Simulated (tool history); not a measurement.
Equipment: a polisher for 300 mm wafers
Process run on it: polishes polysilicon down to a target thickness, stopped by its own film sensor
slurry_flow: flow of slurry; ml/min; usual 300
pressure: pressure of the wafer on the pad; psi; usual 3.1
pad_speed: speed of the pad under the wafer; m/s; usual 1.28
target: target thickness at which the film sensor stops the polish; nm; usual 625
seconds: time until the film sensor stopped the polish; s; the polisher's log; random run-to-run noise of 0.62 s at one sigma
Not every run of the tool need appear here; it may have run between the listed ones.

run	hour	slurry_flow	pressure	pad_speed	target	wafers since the last listed run	wafers polished on this pad	hours since the slurry nozzle was cleaned	hours since the head pressure was calibrated	incoming thickness of the incoming film, nm	seconds
1	0.0	300	3.4	1.28	625	0	1275	557.3	545.4	1354.0	61.5
# hour 15.4: worn pad replaced by a new one
2	27.3	300	3.1	1.28	625	186	95	584.6	572.7	1375.0	69.8
3	62.7	300	3.1	1.28	625	284	379	620.0	608.1	1345.8	67.5
# hour 75.1: slurry nozzle cleaned
4	123.0	300	3.1	1.28	625	475	855	47.9	668.4	1373.1	69.8
# hour 173.0: worn pad replaced by a new one
5	193.8	300	3.1	1.28	625	536	166	118.7	739.2	1378.3	69.1
6	232.5	300	3.1	1.28	625	310	477	157.4	777.9	1357.5	67.4
7	292.0	300	3.1	1.28	625	477	954	216.9	837.4	1374.3	69.7
8	329.3	300	3.1	1.28	625	299	1253	254.2	874.7	1360.5	66.9
# hour 333.8: worn pad replaced by a new one
9	365.3	300	3.1	1.28	625	256	252	290.2	910.7	1355.4	67.0
# hour 423.1: head pressure recalibrated
10	426.5	300	3.1	1.28	625	475	727	351.4	3.4	1373.8	69.7
# hour 487.4: worn pad replaced by a new one
11	492.8	330	3.1	0.86	385	499	43	417.7	69.7	1346.2	131.8
12	522.8	225	3.1	1.28	625	240	284	447.7	99.7	1376.0	69.8
13	551.0	335	4.1	1.28	468	226	510	475.9	127.9	1373.7	63.2
# hour 572.2: slurry nozzle cleaned
14	608.9	330	3.1	0.86	385	456	966	36.7	185.8	1343.8	132.4
# hour 675.3: worn pad replaced by a new one
15	676.8	375	3.1	1.28	625	512	12	104.6	253.7	1372.1	68.4
16	715.1	300	3.1	1.28	479	307	319	142.9	292.0	1366.0	81.6
17	741.5	255	2.7	0.90	380	211	531	169.3	318.4	1359.0	148.4
18	789.8	300	3.1	1.28	625	387	918	217.6	366.7	1342.2	64.9
19	818.2	335	3.1	1.28	625	227	1146	246.0	395.1	1349.1	66.4

Consider 3 possible next runs. They are alternatives, not a sequence: every one starts from the tool as it was left by run 19. What does each give?
A	818.6	300	3.1	1.28	625	3	1150	246.4	395.5	1338.1	?
B	818.6	400	3.1	1.44	698	3	1150	246.4	395.5	1338.1	?
C	818.6	380	3.1	1.64	746	3	1150	246.4	395.5	1338.1	?

run	seconds
A	64.7
B	50.9
C	41.4
With no hidden state in the tool, these same runs would have given:
run	seconds
A	64.7
B	50.9
C	41.4
